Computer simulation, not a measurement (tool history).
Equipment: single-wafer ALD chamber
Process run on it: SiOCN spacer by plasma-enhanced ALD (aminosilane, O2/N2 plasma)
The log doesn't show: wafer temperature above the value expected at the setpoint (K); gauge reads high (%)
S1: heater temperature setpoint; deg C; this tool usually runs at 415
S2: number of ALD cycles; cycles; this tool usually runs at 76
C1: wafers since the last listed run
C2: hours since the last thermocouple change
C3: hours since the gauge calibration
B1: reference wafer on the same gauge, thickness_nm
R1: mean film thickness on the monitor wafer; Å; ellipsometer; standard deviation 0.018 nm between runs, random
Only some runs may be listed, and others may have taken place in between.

{"run": 1, "day": 0.0, "S1": 427, "S2": 76, "C1": 0, "C2": 565.9, "C3": 2071.9, "B1": 3.656, "R1": 39.31}
{"run": 2, "day": 2.017, "S1": 415, "S2": 76, "C1": 179, "C2": 614.3, "C3": 2120.3, "B1": 3.65, "R1": 41.1}
{"run": 3, "day": 3.596, "S1": 415, "S2": 76, "C1": 140, "C2": 652.2, "C3": 2158.2, "B1": 3.647, "R1": 41.34}
{"run": 4, "day": 6.862, "S1": 415, "S2": 76, "C1": 290, "C2": 730.6, "C3": 2236.6, "B1": 3.651, "R1": 41.05}
{"run": 5, "day": 10.45, "S1": 415, "S2": 76, "C1": 319, "C2": 816.7, "C3": 2322.7, "B1": 3.653, "R1": 41.33}
{"run": 6, "day": 14.712, "S1": 415, "S2": 76, "C1": 379, "C2": 919.0, "C3": 2425.0, "B1": 3.651, "R1": 41.06}
{"run": 7, "day": 24.888, "S1": 415, "S2": 69, "C1": 906, "C2": 1163.2, "C3": 2669.2, "B1": 3.646, "R1": 37.04}
{"day": 26.588, "done": "thermocouple changed; heater temperature recalibrated"}
{"run": 8, "day": 27.85, "S1": 415, "S2": 88, "C1": 234, "C2": 30.3, "C3": 2740.3, "B1": 3.653, "R1": 48.28}
{"run": 9, "day": 31.933, "S1": 415, "S2": 76, "C1": 363, "C2": 128.3, "C3": 2838.3, "B1": 3.648, "R1": 41.68}
{"run": 10, "day": 34.592, "S1": 415, "S2": 76, "C1": 236, "C2": 192.1, "C3": 2902.1, "B1": 3.653, "R1": 41.4}
{"run": 11, "day": 38.125, "S1": 415, "S2": 76, "C1": 314, "C2": 276.9, "C3": 2986.9, "B1": 3.652, "R1": 41.07}
{"run": 12, "day": 41.438, "S1": 415, "S2": 76, "C1": 295, "C2": 356.4, "C3": 3066.4, "B1": 3.649, "R1": 41.6}
{"run": 13, "day": 52.088, "S1": 415, "S2": 80, "C1": 948, "C2": 612.0, "C3": 3322.0, "B1": 3.647, "R1": 43.27}
{"run": 14, "day": 56.025, "S1": 415, "S2": 76, "C1": 350, "C2": 706.5, "C3": 3416.5, "B1": 3.651, "R1": 41.32}
{"run": 15, "day": 58.654, "S1": 415, "S2": 76, "C1": 234, "C2": 769.6, "C3": 3479.6, "B1": 3.643, "R1": 40.83}
{"run": 16, "day": 61.638, "S1": 415, "S2": 65, "C1": 265, "C2": 841.2, "C3": 3551.2, "B1": 3.649, "R1": 35.12}
{"run": 17, "day": 63.962, "S1": 415, "S2": 76, "C1": 207, "C2": 897.0, "C3": 3607.0, "B1": 3.654, "R1": 41.01}
{"run": 18, "day": 67.104, "S1": 415, "S2": 76, "C1": 279, "C2": 972.4, "C3": 3682.4, "B1": 3.648, "R1": 40.83}
{"run": 19, "day": 70.121, "S1": 415, "S2": 76, "C1": 268, "C2": 1044.8, "C3": 3754.8, "B1": 3.654, "R1": 40.81}
{"run": 20, "day": 71.829, "S1": 415, "S2": 84, "C1": 152, "C2": 1085.8, "C3": 3795.8, "B1": 3.65, "R1": 45.13}
{"day": 73.079, "done": "gauge calibrated"}
{"run": 21, "day": 74.529, "S1": 415, "S2": 76, "C1": 240, "C2": 1150.6, "C3": 34.8, "B1": 3.653, "R1": 40.31}
{"run": 22, "day": 79.025, "S1": 400, "S2": 87, "C1": 400, "C2": 1258.5, "C3": 142.7, "B1": 3.647, "R1": 48.84}
{"run": 23, "day": 80.562, "S1": 404, "S2": 70, "C1": 136, "C2": 1295.4, "C3": 179.6, "B1": 3.653, "R1": 38.77}
{"day": 83.875, "done": "thermocouple changed; heater temperature recalibrated"}
{"run": 24, "day": 84.438, "S1": 415, "S2": 76, "C1": 315, "C2": 13.5, "C3": 272.6, "B1": 3.649, "R1": 41.77}
{"run": 25, "day": 87.671, "S1": 423, "S2": 76, "C1": 288, "C2": 91.1, "C3": 350.2, "B1": 3.647, "R1": 40.23}
{"run": 26, "day": 89.629, "S1": 415, "S2": 76, "C1": 174, "C2": 138.1, "C3": 397.2, "B1": 3.65, "R1": 41.24}
{"run": 27, "day": 91.804, "S1": 415, "S2": 76, "C1": 193, "C2": 190.3, "C3": 449.4, "B1": 3.651, "R1": 41.29}
{"run": 28, "day": 95.275, "S1": 405, "S2": 76, "C1": 309, "C2": 273.6, "C3": 532.7, "B1": 3.645, "R1": 42.61}
{"run": 29, "day": 97.542, "S1": 410, "S2": 81, "C1": 201, "C2": 328.0, "C3": 587.1, "B1": 3.654, "R1": 44.87}
{"run": 30, "day": 100.792, "S1": 415, "S2": 85, "C1": 289, "C2": 406.0, "C3": 665.1, "B1": 3.651, "R1": 46.01}
{"run": 31, "day": 103.612, "S1": 415, "S2": 68, "C1": 251, "C2": 473.7, "C3": 732.8, "B1": 3.645, "R1": 36.77}
{"run": 32, "day": 106.067, "S1": 419, "S2": 70, "C1": 218, "C2": 532.6, "C3": 791.7, "B1": 3.651, "R1": 37.32}
{"run": 33, "day": 108.479, "S1": 415, "S2": 76, "C1": 214, "C2": 590.5, "C3": 849.6, "B1": 3.653, "R1": 41.01}
{"run": 34, "day": 111.538, "S1": 407, "S2": 76, "C1": 272, "C2": 663.9, "C3": 923.0, "B1": 3.649, "R1": 41.9}
{"run": 35, "day": 114.417, "S1": 415, "S2": 76, "C1": 256, "C2": 733.0, "C3": 992.1, "B1": 3.649, "R1": 41.29}
{"run": 36, "day": 117.971, "S1": 415, "S2": 89, "C1": 316, "C2": 818.3, "C3": 1077.4, "B1": 3.647, "R1": 48.21}
{"run": 37, "day": 122.15, "S1": 411, "S2": 72, "C1": 372, "C2": 918.6, "C3": 1177.7, "B1": 3.649, "R1": 39.39}
{"run": 38, "day": 125.946, "S1": 415, "S2": 76, "C1": 338, "C2": 1009.7, "C3": 1268.8, "B1": 3.654, "R1": 40.61}
{"run": 39, "day": 130.938, "S1": 410, "S2": 87, "C1": 444, "C2": 1129.5, "C3": 1388.6, "B1": 3.644, "R1": 47.11}
{"run": 40, "day": 133.262, "S1": 405, "S2": 91, "C1": 207, "C2": 1185.3, "C3": 1444.4, "B1": 3.654, "R1": 50.5}
{"day": 134.329, "done": "thermocouple changed; heater temperature recalibrated"}
{"run": 41, "day": 135.412, "S1": 415, "S2": 64, "C1": 161, "C2": 26.0, "C3": 1496.0, "B1": 3.648, "R1": 35.12}

Entry by entry between the runs, the difference in hidden state between the last listed run before and the first listed run after:
Runs 7 to 8: thermocouple changed; heater temperature recalibrated (day 26.588)
  wafer temperature above the value expected at the setpoint (K): 5.77 -> 0.297
  what was measured, less what the result would be without the hidden state, R1: -0.78 -> -0.05 Å
Runs 20 to 21: gauge calibrated (day 73.079)
  wafer temperature above the value expected at the setpoint (K): 4.94 -> 5.51
  what was measured, less what the result would be without the hidden state, R1: -0.81 -> -0.81 Å
Runs 23 to 24: thermocouple changed; heater temperature recalibrated (day 83.875)
  wafer temperature above the value expected at the setpoint (K): 6.91 -> 1.13
  what was measured, less what the result would be without the hidden state, R1: -0.95 -> -0.17 Å
Runs 40 to 41: thermocouple changed; heater temperature recalibrated (day 134.329)
  wafer temperature above the value expected at the setpoint (K): 6.66 -> -0.502
  what was measured, less what the result would be without the hidden state, R1: -1.19 -> +0.07 Å
